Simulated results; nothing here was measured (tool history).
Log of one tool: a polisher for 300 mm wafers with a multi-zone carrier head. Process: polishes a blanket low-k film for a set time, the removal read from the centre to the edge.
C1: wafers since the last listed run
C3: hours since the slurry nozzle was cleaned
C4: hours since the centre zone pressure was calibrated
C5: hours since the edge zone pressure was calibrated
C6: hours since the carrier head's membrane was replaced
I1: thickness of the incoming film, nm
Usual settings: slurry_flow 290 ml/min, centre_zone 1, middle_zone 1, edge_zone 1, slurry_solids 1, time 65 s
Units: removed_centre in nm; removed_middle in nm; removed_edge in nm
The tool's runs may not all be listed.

Run 1, hour 0: usual settings; C1 0; wafers polished on this pad 1982; C3 506; C4 826.7; C5 55.7; C6 1045.4; I1 332.9. Result: removed_centre 29.6 nm, removed_middle 29.7 nm, removed_edge 29 nm.
At hour 68.2: worn pad replaced by a new one.
Run 2, hour 124.2: usual settings; C1 869; wafers polished on this pad 404; C3 630.2; C4 950.9; C5 179.9; C6 1169.6; I1 325.4. Result: removed_centre 28.8 nm, removed_middle 29.4 nm, removed_edge 29 nm.
At hour 174: centre zone pressure recalibrated.
Run 3, hour 174.4: usual settings; C1 348; wafers polished on this pad 753; C3 680.4; C4 0.4; C5 230.1; C6 1219.8; I1 330.2. Result: removed_centre 29.3 nm, removed_middle 29 nm, removed_edge 29.3 nm.
At hour 187.1: slurry nozzle cleaned.
Run 4, hour 237.1: usual settings; C1 446; wafers polished on this pad 1200; C3 50; C4 63.1; C5 292.8; C6 1282.5; I1 328.5. Result: removed_centre 29 nm, removed_middle 29.3 nm, removed_edge 29 nm.
Run 5, hour 281.9: usual settings but slurry_solids 0.85; C1 324; wafers polished on this pad 1524; C3 94.8; C4 107.9; C5 337.6; C6 1327.3; I1 326.6. Result: removed_centre 28 nm, removed_middle 28.1 nm, removed_edge 27.4 nm.
Run 6, hour 310.5: usual settings but slurry_flow 200 ml/min, edge_zone 1.07; C1 206; wafers polished on this pad 1731; C3 123.4; C4 136.5; C5 366.2; C6 1355.9; I1 325. Result: removed_centre 28 nm, removed_middle 27.9 nm, removed_edge 28.7 nm.
At hour 327.9: edge zone pressure recalibrated.
Run 7, hour 377.8: usual settings but slurry_flow 215 ml/min; C1 472; wafers polished on this pad 2203; C3 190.7; C4 203.8; C5 49.9; C6 1423.2; I1 336.3. Result: removed_centre 28 nm, removed_middle 28.7 nm, removed_edge 28.1 nm.
Run 8, hour 438.5: usual settings but time 56 s; C1 439; wafers polished on this pad 2642; C3 251.4; C4 264.5; C5 110.6; C6 1483.9; I1 328.1. Result: removed_centre 25.6 nm, removed_middle 25.3 nm, removed_edge 24.7 nm.
At hour 442.6: worn pad replaced by a new one.
Run 9, hour 504.9: usual settings but slurry_flow 225 ml/min, centre_zone 0.88, middle_zone 0.89, slurry_solids 1.15; C1 451; wafers polished on this pad 450; C3 317.8; C4 330.9; C5 177; C6 1550.3; I1 331.4. Result: removed_centre 25.8 nm, removed_middle 27 nm, removed_edge 30 nm.
At hour 527.2: carrier head's membrane replaced by a new one.
Run 10, hour 576.5: usual settings but time 56 s; C1 481; wafers polished on this pad 932; C3 389.4; C4 402.5; C5 248.6; C6 49.3; I1 332.7. Result: removed_centre 25.2 nm, removed_middle 25.1 nm, removed_edge 24.7 nm.
Run 11, hour 638: usual settings; C1 444; wafers polished on this pad 1377; C3 450.9; C4 464; C5 310.1; C6 110.8; I1 330.3. Result: removed_centre 29.5 nm, removed_middle 29.6 nm, removed_edge 28.4 nm.
At hour 669.1: edge zone pressure recalibrated.
At hour 798.8: worn pad replaced by a new one.
At hour 818.9: slurry nozzle cleaned.
Run 12, hour 850.7: usual settings but time 79 s; C1 1488; wafers polished on this pad 368; C3 31.8; C4 676.7; C5 181.6; C6 323.5; I1 329.6. Result: removed_centre 35.9 nm, removed_middle 35.4 nm, removed_edge 35.6 nm.
Run 13, hour 875.8: usual settings but centre_zone 1.09, slurry_solids 0.8; C1 181; wafers polished on this pad 550; C3 56.9; C4 701.8; C5 206.7; C6 348.6; I1 329.1. Result: removed_centre 30 nm, removed_middle 27.1 nm, removed_edge 27 nm.
Run 14, hour 942.6: usual settings but edge_zone 0.94; C1 483; wafers polished on this pad 1033; C3 123.7; C4 768.6; C5 273.5; C6 415.4; I1 332. Result: removed_centre 28.7 nm, removed_middle 29.1 nm, removed_edge 28.2 nm.
Run 15, hour 980.1: usual settings but centre_zone 1.06, middle_zone 1.05; C1 271; wafers polished on this pad 1304; C3 161.2; C4 806.1; C5 311; C6 452.9; I1 325.9. Result: removed_centre 30.9 nm, removed_middle 29.5 nm, removed_edge 29.3 nm.
At hour 1024.6: edge zone pressure recalibrated.
Run 16, hour 1030.8: usual settings; C1 352; wafers polished on this pad 1657; C3 211.9; C4 856.8; C5 6.2; C6 503.6; I1 330.7. Result: removed_centre 29.3 nm, removed_middle 29 nm, removed_edge 28.7 nm.

The next listed run, before its measurement:
Run 17, hour 1099.7: usual settings; C1 498; wafers polished on this pad 2155; C3 280.8; C4 925.7; C5 75.1; C6 572.5; I1 331.8. Result: removed_centre ?, removed_middle ?, removed_edge ?.

{"run 17": {"removed_centre": 29.7, "removed_middle": 30, "removed_edge": 28.7}}
Without the tool's hidden state the same run would have given removed_centre 29.7 nm, removed_middle 30 nm, removed_edge 28.7 nm.

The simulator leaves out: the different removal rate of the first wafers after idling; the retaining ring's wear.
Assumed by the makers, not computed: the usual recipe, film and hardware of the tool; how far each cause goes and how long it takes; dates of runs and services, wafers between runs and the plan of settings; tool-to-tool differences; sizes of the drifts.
